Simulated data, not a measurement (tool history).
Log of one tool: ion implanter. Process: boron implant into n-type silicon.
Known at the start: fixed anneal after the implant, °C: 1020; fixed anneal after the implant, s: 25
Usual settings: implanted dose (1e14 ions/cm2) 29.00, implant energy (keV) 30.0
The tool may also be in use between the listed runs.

run   hour  implanted dose (1e14 ions/cm2)  implant energy (keV)  wafers since the last listed run  hours since the last dose calibration  hours since the extraction supply was calibrated  hours since the gauge calibration  read-back reference wafer on the same gauge, sheet resistance  sheet resistance of the implanted and annealed layer (ohm/square)
  1    0.0                           29.00                  30.0                                 0                                 2203.8                                            1754.3                              532.4                                                          41.09                                                              49.35
       8.2  -- gauge calibrated
  2   29.4                           29.00                  30.0                               605                                 2233.2                                            1783.7                               21.2                                                          41.11                                                              49.30
  3   57.5                           29.00                  30.0                               578                                 2261.3                                            1811.8                               49.3                                                          41.13                                                              49.28
  4   87.1                           29.00                  30.0                               609                                 2290.9                                            1841.4                               78.9                                                          41.08                                                              49.35
  5  138.1                           29.00                  30.0                              1049                                 2341.9                                            1892.4                              129.9                                                          41.10                                                              49.42
  6  208.1                           29.00                  30.0                              1440                                 2411.9                                            1962.4                              199.9                                                          41.10                                                              49.47
  7  263.8                           29.00                  30.0                              1146                                 2467.6                                            2018.1                              255.6                                                          41.11                                                              49.66
  8  333.1                           29.00                  30.0                              1426                                 2536.9                                            2087.4                              324.9                                                          41.10                                                              49.57
  9  363.6                           29.00                  30.0                               627                                 2567.4                                            2117.9                              355.4                                                          41.12                                                              49.55
 10  398.9                           31.26                  30.0                               726                                 2602.7                                            2153.2                              390.7                                                          41.09                                                              47.77
     427.2  -- extraction supply calibrated
     444.7  -- Faraday cup replaced and dose calibrated
 11  448.0                           37.11                  40.5                               681                                    3.3                                              20.8                              439.8                                                          41.10                                                              39.40
 12  519.2                           26.51                  36.0                              1465                                   74.5                                              92.0                              511.0                                                          41.07                                                              48.84
 13  558.7                           29.00                  30.0                               813                                  114.0                                             131.5                              550.5                                                          41.10                                                              48.37
 14  599.0                           29.00                  30.0                               829                                  154.3                                             171.8                              590.8                                                          41.10                                                              48.50
     643.3  -- gauge calibrated
 15  660.5                           35.55                  26.0                              1265                                  215.8                                             233.3                               17.2                                                          41.10                                                              46.89
 16  692.3                           29.00                  39.5                               654                                  247.6                                             265.1                               49.0                                                          41.10                                                              45.11
 17  745.8                           36.48                  37.5                              1101                                  301.1                                             318.6                              102.5                                                          41.12                                                              40.57
 18  802.6                           31.29                  30.0                              1169                                  357.9                                             375.4                              159.3                                                          41.08                                                              46.66
 19  837.6                           29.00                  20.0                               720                                  392.9                                             410.4                              194.3                                                          41.10                                                              55.69
 20  873.5                           21.68                  23.5                               738                                  428.8                                             446.3                              230.2                                                          41.08                                                              60.77

The tool's hidden state at each run:
deviation of the true energy from its setpoint, %: 0 in every run
gauge reads high (%): 0 in every run
H1: deviation of the true dose from the Faraday cup's reading, %
run     H1
  1  -2.83
  2  -2.92
  3  -3.01
  4  -3.11
  5  -3.28
  6  -3.52
  7  -3.71
  8  -3.96
  9  -4.07
 10   -4.2
 11  0.273
 12  0.269
 13  0.264
 14  0.256
 15  0.239
 16  0.229
 17  0.208
 18  0.181
 19  0.162
 20  0.141
